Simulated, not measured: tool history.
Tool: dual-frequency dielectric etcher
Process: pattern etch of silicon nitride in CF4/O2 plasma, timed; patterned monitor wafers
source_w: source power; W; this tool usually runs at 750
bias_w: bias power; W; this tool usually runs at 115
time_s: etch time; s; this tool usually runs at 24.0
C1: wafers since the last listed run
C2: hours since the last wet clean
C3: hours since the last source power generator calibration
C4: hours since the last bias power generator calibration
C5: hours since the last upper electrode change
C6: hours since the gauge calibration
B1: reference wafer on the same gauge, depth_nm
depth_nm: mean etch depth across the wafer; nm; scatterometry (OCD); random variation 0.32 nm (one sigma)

Run 1, day 0.000: usual settings but source_w 900 W; C1 0; C2 146.8; C3 2559.7; C4 4447.2; C5 3381.7; C6 634.7; B1 58.0. Result: depth_nm 72.4 nm.
Run 2, day 2.954: usual settings but source_w 900 W; C1 943; C2 217.7; C3 2630.6; C4 4518.1; C5 3452.6; C6 705.6; B1 58.0. Result: depth_nm 72.8 nm.
Run 3, day 4.738: usual settings; C1 569; C2 260.5; C3 2673.4; C4 4560.9; C5 3495.4; C6 748.4; B1 58.0. Result: depth_nm 59.7 nm.
Run 4, day 6.946: usual settings; C1 705; C2 313.5; C3 2726.4; C4 4613.9; C5 3548.4; C6 801.4; B1 57.9. Result: depth_nm 60.1 nm.
Run 5, day 8.300: usual settings; C1 432; C2 346.0; C3 2758.9; C4 4646.4; C5 3580.9; C6 833.9; B1 58.0. Result: depth_nm 60.3 nm.
At day 9.867: wet clean of the chamber.
Run 6, day 16.288: usual settings; C1 2230; C2 154.1; C3 2950.6; C4 4838.1; C5 3772.6; C6 1025.6; B1 57.9. Result: depth_nm 59.6 nm.
Run 7, day 17.288: usual settings; C1 319; C2 178.1; C3 2974.6; C4 4862.1; C5 3796.6; C6 1049.6; B1 57.9. Result: depth_nm 60.0 nm.
At day 24.592: wet clean of the chamber.
Run 8, day 25.800: usual settings; C1 2398; C2 29.0; C3 3178.9; C4 5066.4; C5 4000.9; C6 1253.9; B1 58.0. Result: depth_nm 60.0 nm.
At day 26.212: bias power generator calibrated.
Run 9, day 27.188: usual settings; C1 389; C2 62.3; C3 3212.2; C4 23.4; C5 4034.2; C6 1287.2; B1 57.9. Result: depth_nm 60.3 nm.
Run 10, day 28.696: usual settings; C1 481; C2 98.5; C3 3248.4; C4 59.6; C5 4070.4; C6 1323.4; B1 57.9. Result: depth_nm 60.3 nm.
Run 11, day 31.112: usual settings but source_w 810 W, time_s 26.5 s; C1 771; C2 156.5; C3 3306.4; C4 117.6; C5 4128.4; C6 1381.4; B1 58.0. Result: depth_nm 72.7 nm.
At day 32.225: upper electrode replaced.
Run 12, day 33.083: usual settings; C1 309; C2 203.8; C3 3353.7; C4 164.9; C5 20.6; C6 1428.7; B1 57.9. Result: depth_nm 60.2 nm.
Run 13, day 35.529: usual settings; C1 780; C2 262.5; C3 3412.4; C4 223.6; C5 79.3; C6 1487.4; B1 58.1. Result: depth_nm 60.9 nm.
At day 36.300: source power generator calibrated.
Run 14, day 36.671: usual settings but source_w 610 W, bias_w 125 W, time_s 21.5 s; C1 311; C2 289.9; C3 8.9; C4 251.0; C5 106.7; C6 1514.8; B1 57.9. Result: depth_nm 42.4 nm.
At day 37.308: gauge calibrated.
Run 15, day 38.042: usual settings but bias_w 126 W, time_s 26.5 s; C1 437; C2 322.8; C3 41.8; C4 283.9; C5 139.6; C6 17.6; B1 57.9. Result: depth_nm 66.6 nm.
At day 39.671: wet clean of the chamber.
Run 16, day 40.371: usual settings but source_w 810 W, bias_w 98 W; C1 424; C2 16.8; C3 97.7; C4 339.8; C5 195.5; C6 73.5; B1 57.9. Result: depth_nm 60.0 nm.
Run 17, day 41.504: usual settings but source_w 810 W, time_s 26.5 s; C1 361; C2 44.0; C3 124.9; C4 367.0; C5 222.7; C6 100.7; B1 58.0. Result: depth_nm 69.4 nm.
Run 18, day 44.033: usual settings but source_w 830 W, time_s 22.0 s; C1 807; C2 104.7; C3 185.6; C4 427.7; C5 283.4; C6 161.4; B1 57.9. Result: depth_nm 59.2 nm.
Run 19, day 45.196: usual settings but time_s 27.5 s; C1 371; C2 132.6; C3 213.5; C4 455.6; C5 311.3; C6 189.3; B1 57.8. Result: depth_nm 66.1 nm.
Run 20, day 47.908: usual settings but source_w 890 W, time_s 22.0 s; C1 865; C2 197.7; C3 278.6; C4 520.7; C5 376.4; C6 254.4; B1 58.0. Result: depth_nm 63.6 nm.
Run 21, day 49.512: usual settings but bias_w 104 W; C1 512; C2 236.2; C3 317.1; C4 559.2; C5 414.9; C6 292.9; B1 58.1. Result: depth_nm 57.4 nm.
Run 22, day 50.867: usual settings but source_w 670 W, time_s 19.5 s; C1 432; C2 268.7; C3 349.6; C4 591.7; C5 447.4; C6 325.4; B1 57.8. Result: depth_nm 42.1 nm.
Run 23, day 53.754: usual settings; C1 921; C2 338.0; C3 418.9; C4 661.0; C5 516.7; C6 394.7; B1 57.8. Result: depth_nm 59.2 nm.
Run 24, day 55.146: usual settings but source_w 930 W, time_s 28.5 s; C1 444; C2 371.4; C3 452.3; C4 694.4; C5 550.1; C6 428.1; B1 57.9. Result: depth_nm 88.4 nm.
Run 25, day 56.400: usual settings but source_w 630 W, time_s 21.0 s; C1 400; C2 401.5; C3 482.4; C4 724.5; C5 580.2; C6 458.2; B1 57.8. Result: depth_nm 43.0 nm.
At day 57.921: wet clean of the chamber.
Run 26, day 58.975: usual settings but source_w 570 W, time_s 18.0 s; C1 502; C2 25.3; C3 544.2; C4 786.3; C5 642.0; C6 520.0; B1 57.9. Result: depth_nm 32.4 nm.
Run 27, day 60.208: usual settings; C1 393; C2 54.9; C3 573.8; C4 815.9; C5 671.6; C6 549.6; B1 58.0. Result: depth_nm 58.2 nm.
Run 28, day 62.892: usual settings but source_w 800 W, bias_w 95 W, time_s 20.5 s; C1 856; C2 119.3; C3 638.2; C4 880.3; C5 736.0; C6 614.0; B1 57.9. Result: depth_nm 50.2 nm.
Run 29, day 64.304: usual settings but source_w 920 W, time_s 29.5 s; C1 450; C2 153.2; C3 672.1; C4 914.2; C5 769.9; C6 647.9; B1 58.0. Result: depth_nm 88.7 nm.

Difference, measured minus no-hidden-state, one row per run. Run-to-run variation is common to both terms; the gauge's own scatter need not be:
Hidden state at play: etch rate over this chamber's usual, %; source power that arrives over what is set, %; bias power that arrives over what is set, %; gauge reads high (%).
run  depth_nm
  1      +3.3
  2      +3.7
  3      +3.2
  4      +3.5
  5      +3.6
  6      +3.0
  7      +3.1
  8      +2.9
  9      +3.1
 10      +3.3
 11      +4.2
 12      +3.7
 13      +4.1
 14      +1.1
 15      +1.9
 16      +0.6
 17      +0.8
 18      +0.9
 19      +1.2
 20      +1.5
 21      +1.5
 22      +1.2
 23      +2.0
 24      +3.3
 25      +1.6
 26      +0.5
 27      +1.0
 28      +1.2
 29      +2.3
